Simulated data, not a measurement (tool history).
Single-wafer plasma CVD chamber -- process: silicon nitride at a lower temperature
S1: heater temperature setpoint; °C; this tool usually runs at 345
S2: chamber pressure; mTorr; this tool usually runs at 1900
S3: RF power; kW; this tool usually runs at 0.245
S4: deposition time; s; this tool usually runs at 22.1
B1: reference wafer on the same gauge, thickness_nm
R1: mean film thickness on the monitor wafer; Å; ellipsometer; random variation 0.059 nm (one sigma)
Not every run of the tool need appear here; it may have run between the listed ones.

Run 1, hour 0: usual settings; B1 19.828. Result: R1 228.47 Å.
Run 2, hour 31: usual settings; B1 19.839. Result: R1 229.29 Å.
Run 3, hour 54.7: usual settings but S1 333 °C; B1 19.846. Result: R1 230.4 Å.
Run 4, hour 78.2: usual settings; B1 19.88. Result: R1 229.01 Å.
Run 5, hour 108.1: usual settings; B1 19.892. Result: R1 229.79 Å.
At hour 109.5: gauge calibrated.
Run 6, hour 141: usual settings; B1 19.6. Result: R1 225.72 Å.
Run 7, hour 157.6: usual settings; B1 19.617. Result: R1 226.51 Å.
Run 8, hour 188.3: usual settings; B1 19.627. Result: R1 227.04 Å.
Run 9, hour 205.1: usual settings; B1 19.655. Result: R1 227.03 Å.
Run 10, hour 220.2: usual settings but S3 0.27 kW; B1 19.658. Result: R1 236.03 Å.
Run 11, hour 251.1: usual settings but S2 1610 mTorr; B1 19.684. Result: R1 216.74 Å.
Run 12, hour 277.7: usual settings but S2 1610 mTorr; B1 19.699. Result: R1 217.01 Å.
Run 13, hour 303.4: usual settings but S2 1610 mTorr; B1 19.755. Result: R1 217.51 Å.
Run 14, hour 338.4: usual settings; B1 19.785. Result: R1 229.26 Å.
At hour 351.4: capacitance manometer re-zeroed and calibrated.
Run 15, hour 354: usual settings; B1 19.768. Result: R1 228.79 Å.
At hour 371.9: RF generator calibrated.
At hour 378.2: showerhead replaced.
Run 16, hour 378.7: usual settings but S3 0.23 kW; B1 19.792. Result: R1 223.49 Å.
Run 17, hour 391.9: usual settings but S1 356 °C, S2 2110 mTorr, S3 0.28 kW, S4 25.6 s; B1 19.783. Result: R1 287.08 Å.
Run 18, hour 412.4: usual settings but S2 1610 mTorr; B1 19.816. Result: R1 218.83 Å.
Run 19, hour 444.8: usual settings but S1 359 °C, S3 0.205 kW; B1 19.807. Result: R1 212.4 Å.
At hour 449.8: gauge calibrated.
Run 20, hour 457.4: usual settings but S2 1730 mTorr, S3 0.215 kW, S4 19.1 s; B1 19.626. Result: R1 180.63 Å.
Run 21, hour 470.8: usual settings but S1 356 °C; B1 19.66. Result: R1 225.46 Å.
At hour 537.1: thermocouple changed; heater temperature recalibrated.
Run 22, hour 538: usual settings but S1 356 °C; B1 19.674. Result: R1 226.61 Å.
Run 23, hour 568.7: usual settings but S1 331 °C, S2 1780 mTorr; B1 19.739. Result: R1 226.4 Å.
Run 24, hour 588.8: usual settings but S2 1520 mTorr; B1 19.732. Result: R1 213.3 Å.
Run 25, hour 618.9: usual settings; B1 19.742. Result: R1 228.49 Å.
Run 26, hour 652.9: usual settings but S3 0.21 kW, S4 24.7 s; B1 19.792. Result: R1 240.54 Å.
Run 27, hour 680.8: usual settings but S1 350 °C, S2 1760 mTorr; B1 19.811. Result: R1 223.1 Å.
Run 28, hour 694.9: usual settings; B1 19.831. Result: R1 228.8 Å.

Had the tool no unlogged condition, and each run kept its random variation, what would the results have been?
The tool's hidden condition here consists of: wafer temperature above the value expected at the setpoint (K); delivered RF power above the setpoint (%); true pressure above the setpoint (%); gauge reads high (%).
run      R1
  1  225.99
  2  226.52
  3  227.41
  4  225.83
  5  226.33
  6  225.72
  7  226.37
  8  226.62
  9  226.46
 10   235.3
 11   215.8
 12  215.84
 13  216.11
 14  227.47
 15  226.87
 16  221.39
 17  284.24
 18  216.49
 19  209.86
 20  180.25
 21  224.87
 22  225.41
 23  224.92
 24  211.74
 25  226.55
 26  238.17
 27  220.66
 28  226.17

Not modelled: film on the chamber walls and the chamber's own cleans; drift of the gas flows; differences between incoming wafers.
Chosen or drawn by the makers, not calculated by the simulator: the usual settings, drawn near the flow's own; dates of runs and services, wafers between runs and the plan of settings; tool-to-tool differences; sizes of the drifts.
